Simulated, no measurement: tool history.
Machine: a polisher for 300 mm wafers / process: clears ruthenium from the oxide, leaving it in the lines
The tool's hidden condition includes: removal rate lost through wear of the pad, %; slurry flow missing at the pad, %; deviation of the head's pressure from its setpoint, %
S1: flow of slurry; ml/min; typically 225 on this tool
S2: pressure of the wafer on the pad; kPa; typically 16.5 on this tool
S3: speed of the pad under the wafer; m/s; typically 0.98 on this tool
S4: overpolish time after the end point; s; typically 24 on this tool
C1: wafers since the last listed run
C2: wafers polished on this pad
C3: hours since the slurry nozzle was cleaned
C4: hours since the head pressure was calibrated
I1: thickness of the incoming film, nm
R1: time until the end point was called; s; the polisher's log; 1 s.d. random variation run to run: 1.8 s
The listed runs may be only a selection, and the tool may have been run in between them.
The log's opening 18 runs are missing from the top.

-- hour=1571.5 worn pad replaced by a new one
run 19 hour=1575.3 | S1=225 S2=15.2 S3=0.98 S4=20 | C1=903 C2=44 C3=515.3 C4=248.5 | I1=98.6 | R1=92.2
-- hour=1615.8 slurry nozzle cleaned
run 20 hour=1674.6 | S1=285 S2=16.5 S3=0.72 S4=16 | C1=1147 C2=1192 C3=58.8 C4=347.8 | I1=99.3 | R1=100.9
run 21 hour=1745.7 | S1=225 S2=16.5 S3=0.98 S4=24 | C1=830 C2=2022 C3=129.9 C4=418.9 | I1=101.4 | R1=88.4
run 22 hour=1796.8 | S1=145 S2=16.5 S3=0.98 S4=24 | C1=596 C2=2619 C3=181 C4=470 | I1=98.8 | R1=88.2
-- hour=1813 head pressure recalibrated
run 23 hour=1860.8 | S1=225 S2=16.5 S3=0.98 S4=24 | C1=723 C2=3343 C3=245 C4=47.8 | I1=100.2 | R1=90.8
run 24 hour=1941.8 | S1=225 S2=16.5 S3=0.98 S4=24 | C1=945 C2=4288 C3=326 C4=128.8 | I1=101 | R1=90
run 25 hour=2026.5 | S1=260 S2=16.5 S3=0.98 S4=24 | C1=988 C2=5277 C3=410.7 C4=213.5 | I1=100.2 | R1=87.5
run 26 hour=2120.9 | S1=225 S2=16.5 S3=0.98 S4=37 | C1=1102 C2=6380 C3=505.1 C4=307.9 | I1=100.1 | R1=87.3
-- hour=2198 worn pad replaced by a new one
run 27 hour=2198.5 | S1=225 S2=16.5 S3=0.98 S4=24 | C1=859 C2=6 C3=582.7 C4=385.5 | I1=99.6 | R1=83.8
-- hour=2213.5 slurry nozzle cleaned
-- hour=2334.3 head pressure recalibrated
run 28 hour=2511.7 | S1=225 S2=16.5 S3=0.98 S4=24 | C1=3621 C2=3628 C3=298.2 C4=177.4 | I1=100.5 | R1=92.3
run 29 hour=2612.1 | S1=280 S2=16.5 S3=0.98 S4=13 | C1=1172 C2=4800 C3=398.6 C4=277.8 | I1=99.7 | R1=86.1
-- hour=2708.9 worn pad replaced by a new one
run 30 hour=2713 | S1=225 S2=20 S3=0.98 S4=24 | C1=1131 C2=48 C3=499.5 C4=378.7 | I1=100 | R1=73.2
run 31 hour=2767.1 | S1=175 S2=16.5 S3=0.98 S4=24 | C1=631 C2=679 C3=553.6 C4=432.8 | I1=99.9 | R1=88.8

Predict each of these 5 candidate next runs independently; none follows another, all start after run 31:
run A hour=2767.6 | S1=225 S2=16.5 S3=0.72 S4=24 | C1=5 C2=685 C3=554.1 C4=433.3 | I1=99.2 | R1=?
run B hour=2767.6 | S1=225 S2=21.4 S3=0.66 S4=24 | C1=5 C2=685 C3=554.1 C4=433.3 | I1=99.2 | R1=?
run C hour=2767.6 | S1=285 S2=16.5 S3=1.08 S4=24 | C1=5 C2=685 C3=554.1 C4=433.3 | I1=99.2 | R1=?
run D hour=2767.6 | S1=305 S2=11 S3=0.7 S4=19 | C1=5 C2=685 C3=554.1 C4=433.3 | I1=99.2 | R1=?
run E hour=2767.6 | S1=250 S2=16.5 S3=1.2 S4=24 | C1=5 C2=685 C3=554.1 C4=433.3 | I1=99.2 | R1=?

run=A R1=113.3
run=B R1=93.4
run=C R1=81.2
run=D R1=169.3
run=E R1=75.3
With the hidden condition removed and each run's random variation left untouched, the same runs would have given:
run=A R1=121.7
run=B R1=100.4
run=C R1=87.3
run=D R1=181.9
run=E R1=80.9
